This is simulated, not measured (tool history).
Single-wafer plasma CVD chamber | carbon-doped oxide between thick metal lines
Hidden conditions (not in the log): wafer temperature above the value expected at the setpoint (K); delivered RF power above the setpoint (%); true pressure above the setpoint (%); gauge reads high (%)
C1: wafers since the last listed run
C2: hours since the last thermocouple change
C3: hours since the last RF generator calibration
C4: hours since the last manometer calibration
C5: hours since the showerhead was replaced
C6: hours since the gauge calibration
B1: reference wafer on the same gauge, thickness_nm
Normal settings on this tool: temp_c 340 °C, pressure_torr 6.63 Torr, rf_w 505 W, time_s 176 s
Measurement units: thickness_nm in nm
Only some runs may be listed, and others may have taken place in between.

run 1 hour=0 | temp_c=340 pressure_torr=6.63 rf_w=505 time_s=176 | C1=0 C2=2275.2 C3=1570.7 C4=1013.2 C5=6247 C6=457.1 | B1=963.58 | thickness_nm=880.845
run 2 hour=7.3 | temp_c=340 pressure_torr=6.63 rf_w=505 time_s=176 | C1=69 C2=2282.5 C3=1578 C4=1020.5 C5=6254.3 C6=464.4 | B1=962.731 | thickness_nm=876.385
run 3 hour=18 | temp_c=340 pressure_torr=6.63 rf_w=505 time_s=176 | C1=101 C2=2293.2 C3=1588.7 C4=1031.2 C5=6265 C6=475.1 | B1=963.277 | thickness_nm=877.561
-- hour=35.9 RF generator calibrated
run 4 hour=36.4 | temp_c=340 pressure_torr=6.63 rf_w=505 time_s=149 | C1=98 C2=2311.6 C3=0.5 C4=1049.6 C5=6283.4 C6=493.5 | B1=962.903 | thickness_nm=775.412
run 5 hour=41.1 | temp_c=340 pressure_torr=6.63 rf_w=505 time_s=149 | C1=44 C2=2316.3 C3=5.2 C4=1054.3 C5=6288.1 C6=498.2 | B1=963.324 | thickness_nm=776.417
run 6 hour=49.1 | temp_c=340 pressure_torr=6.63 rf_w=505 time_s=149 | C1=75 C2=2324.3 C3=13.2 C4=1062.3 C5=6296.1 C6=506.2 | B1=962.808 | thickness_nm=774.941
run 7 hour=58.6 | temp_c=340 pressure_torr=6.63 rf_w=505 time_s=176 | C1=89 C2=2333.8 C3=22.7 C4=1071.8 C5=6305.6 C6=515.7 | B1=962.141 | thickness_nm=913.447
run 8 hour=65.5 | temp_c=340 pressure_torr=6.63 rf_w=505 time_s=176 | C1=65 C2=2340.7 C3=29.6 C4=1078.7 C5=6312.5 C6=522.6 | B1=962.811 | thickness_nm=914.876
-- hour=74.3 showerhead replaced
run 9 hour=74.8 | temp_c=340 pressure_torr=6.63 rf_w=505 time_s=176 | C1=12 C2=2350 C3=38.9 C4=1088 C5=0.5 C6=531.9 | B1=962.878 | thickness_nm=917.426
run 10 hour=85.1 | temp_c=348 pressure_torr=6.63 rf_w=505 time_s=176 | C1=97 C2=2360.3 C3=49.2 C4=1098.3 C5=10.8 C6=542.2 | B1=963.095 | thickness_nm=892.876
run 11 hour=101.5 | temp_c=340 pressure_torr=6.63 rf_w=505 time_s=176 | C1=155 C2=2376.7 C3=65.6 C4=1114.7 C5=27.2 C6=558.6 | B1=963.479 | thickness_nm=914.886
run 12 hour=112.1 | temp_c=340 pressure_torr=6.63 rf_w=505 time_s=160 | C1=100 C2=2387.3 C3=76.2 C4=1125.3 C5=37.8 C6=569.2 | B1=963.87 | thickness_nm=832.082
run 13 hour=119.6 | temp_c=340 pressure_torr=8.15 rf_w=505 time_s=194 | C1=70 C2=2394.8 C3=83.7 C4=1132.8 C5=45.3 C6=576.7 | B1=963.413 | thickness_nm=1023.258
-- hour=125.6 gauge calibrated
run 14 hour=137.3 | temp_c=340 pressure_torr=6.63 rf_w=505 time_s=176 | C1=167 C2=2412.5 C3=101.4 C4=1150.5 C5=63 C6=11.7 | B1=962.935 | thickness_nm=911.373
run 15 hour=146.3 | temp_c=336 pressure_torr=6.63 rf_w=505 time_s=176 | C1=85 C2=2421.5 C3=110.4 C4=1159.5 C5=72 C6=20.7 | B1=962.188 | thickness_nm=924.239
-- hour=188.2 capacitance manometer re-zeroed and calibrated
run 16 hour=188.7 | temp_c=340 pressure_torr=6.05 rf_w=420 time_s=200 | C1=325 C2=2463.9 C3=152.8 C4=0.5 C5=114.4 C6=63.1 | B1=963.328 | thickness_nm=902.056
-- hour=197.6 thermocouple changed; heater temperature recalibrated
run 17 hour=198.1 | temp_c=345 pressure_torr=6.63 rf_w=535 time_s=204 | C1=13 C2=0.5 C3=162.2 C4=9.9 C5=123.8 C6=72.5 | B1=962.413 | thickness_nm=1081.5
run 18 hour=204.9 | temp_c=331 pressure_torr=8.23 rf_w=555 time_s=204 | C1=64 C2=7.3 C3=169 C4=16.7 C5=130.6 C6=79.3 | B1=963.116 | thickness_nm=1175.446
run 19 hour=220.6 | temp_c=334 pressure_torr=6.63 rf_w=505 time_s=176 | C1=148 C2=23 C3=184.7 C4=32.4 C5=146.3 C6=95 | B1=962.619 | thickness_nm=929.437
run 20 hour=230.6 | temp_c=349 pressure_torr=5.4 rf_w=565 time_s=176 | C1=94 C2=33 C3=194.7 C4=42.4 C5=156.3 C6=105 | B1=963.417 | thickness_nm=922.26
run 21 hour=238.6 | temp_c=340 pressure_torr=6.63 rf_w=505 time_s=176 | C1=75 C2=41 C3=202.7 C4=50.4 C5=164.3 C6=113 | B1=963.821 | thickness_nm=911.764
run 22 hour=244.7 | temp_c=340 pressure_torr=6.63 rf_w=530 time_s=176 | C1=57 C2=47.1 C3=208.8 C4=56.5 C5=170.4 C6=119.1 | B1=962.973 | thickness_nm=936.534
run 23 hour=256.1 | temp_c=340 pressure_torr=6.63 rf_w=505 time_s=200 | C1=107 C2=58.5 C3=220.2 C4=67.9 C5=181.8 C6=130.5 | B1=963.086 | thickness_nm=1035.251
run 24 hour=268.3 | temp_c=340 pressure_torr=6.63 rf_w=505 time_s=147 | C1=115 C2=70.7 C3=232.4 C4=80.1 C5=194 C6=142.7 | B1=962.851 | thickness_nm=762.597
run 25 hour=274.3 | temp_c=328 pressure_torr=8.2 rf_w=570 time_s=204 | C1=56 C2=76.7 C3=238.4 C4=86.1 C5=200 C6=148.7 | B1=962.962 | thickness_nm=1200.264
run 26 hour=280.7 | temp_c=326 pressure_torr=5.47 rf_w=505 time_s=143 | C1=60 C2=83.1 C3=244.8 C4=92.5 C5=206.4 C6=155.1 | B1=963.274 | thickness_nm=755.915
run 27 hour=287.2 | temp_c=340 pressure_torr=6.63 rf_w=505 time_s=176 | C1=61 C2=89.6 C3=251.3 C4=99 C5=212.9 C6=161.6 | B1=962.65 | thickness_nm=911.22
run 28 hour=299.6 | temp_c=340 pressure_torr=6.63 rf_w=505 time_s=176 | C1=117 C2=102 C3=263.7 C4=111.4 C5=225.3 C6=174 | B1=963.126 | thickness_nm=907.999
run 29 hour=315.1 | temp_c=353 pressure_torr=6.01 rf_w=505 time_s=176 | C1=146 C2=117.5 C3=279.2 C4=126.9 C5=240.8 C6=189.5 | B1=962.991 | thickness_nm=864.182

Branching from run 29: 3 alternative next runs. What would each branch give?
run A hour=315.5 | temp_c=340 pressure_torr=6.63 rf_w=505 time_s=197 | C1=3 C2=117.9 C3=279.6 C4=127.3 C5=241.2 C6=189.9 | B1=? | thickness_nm=?
run B hour=315.5 | temp_c=331 pressure_torr=6.63 rf_w=505 time_s=176 | C1=3 C2=117.9 C3=279.6 C4=127.3 C5=241.2 C6=189.9 | B1=? | thickness_nm=?
run C hour=315.5 | temp_c=329 pressure_torr=6.63 rf_w=475 time_s=176 | C1=3 C2=117.9 C3=279.6 C4=127.3 C5=241.2 C6=189.9 | B1=? | thickness_nm=?

run=A B1=962.502 thickness_nm=1016.025
run=B B1=962.502 thickness_nm=935.862
run=C B1=962.502 thickness_nm=906.497
Take away the tool's hidden state, keep each run's random variation, and the runs would have read:
run=A thickness_nm=1026.959
run=B thickness_nm=945.934
run=C thickness_nm=916.376

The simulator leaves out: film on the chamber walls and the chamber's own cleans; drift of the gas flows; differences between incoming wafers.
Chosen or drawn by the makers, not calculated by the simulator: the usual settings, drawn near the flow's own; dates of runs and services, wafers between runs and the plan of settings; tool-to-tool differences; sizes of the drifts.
